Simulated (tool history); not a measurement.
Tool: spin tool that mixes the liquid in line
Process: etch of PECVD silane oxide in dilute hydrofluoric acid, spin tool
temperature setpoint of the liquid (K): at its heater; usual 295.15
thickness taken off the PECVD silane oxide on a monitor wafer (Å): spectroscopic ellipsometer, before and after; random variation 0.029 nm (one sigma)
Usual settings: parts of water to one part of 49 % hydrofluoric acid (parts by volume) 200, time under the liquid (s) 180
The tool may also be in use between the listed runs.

run,hour,temperature setpoint of the liquid (K),parts of water to one part of 49 % hydrofluoric acid (parts by volume),time under the liquid (s),"read-back film thickness of the PECVD silane oxide reference wafer, read on the same gauge (nm)",thickness taken off the PECVD silane oxide on a monitor wafer (Å)
1,0,295.15,200,180,29.99,137
2,10.5,295.15,200,180,30,137.3
3,23.5,295.15,200,180,29.97,136.9
4,40.1,295.15,200,180,29.97,137.1
5,47.9,295.15,200,180,30,136.4
6,54,295.15,200,180,29.97,137
# hour 57.1: gauge calibrated
# hour 62.1: thermometer replaced
7,65,295.15,200,180,30.01,136.5
8,84.2,295.15,200,180,30,136.5
9,93.8,292.65,145,255,30,256.4
10,107,293.15,200,260,30,182.8
11,114.7,295.15,200,180,29.98,136
12,122.6,295.15,200,180,29.96,135.7
# hour 129.6: hydrofluoric acid flow meter replaced
13,135,291.65,235,220,30.01,126
14,141.4,293.65,135,145,30,173.2
15,157.7,297.65,295,240,30.05,128.7
16,182.5,299.65,285,180,29.99,107.8

4 ways to go on from here, each from the tool as it stands after run 16. What would each give?
A,183,297.65,200,180,?,?
B,183,299.65,120,180,?,?
C,183,295.15,200,220,?,?
D,183,295.15,130,235,?,?

run,"read-back film thickness of the PECVD silane oxide reference wafer, read on the same gauge (nm)",thickness taken off the PECVD silane oxide on a monitor wafer (Å)
A,29.95,157.1
B,29.95,309.8
C,29.95,174.9
D,29.95,309.9
Without the tool's hidden state the same runs would have given:
run,thickness taken off the PECVD silane oxide on a monitor wafer (Å)
A,157.6
B,310.8
C,175.4
D,310.8

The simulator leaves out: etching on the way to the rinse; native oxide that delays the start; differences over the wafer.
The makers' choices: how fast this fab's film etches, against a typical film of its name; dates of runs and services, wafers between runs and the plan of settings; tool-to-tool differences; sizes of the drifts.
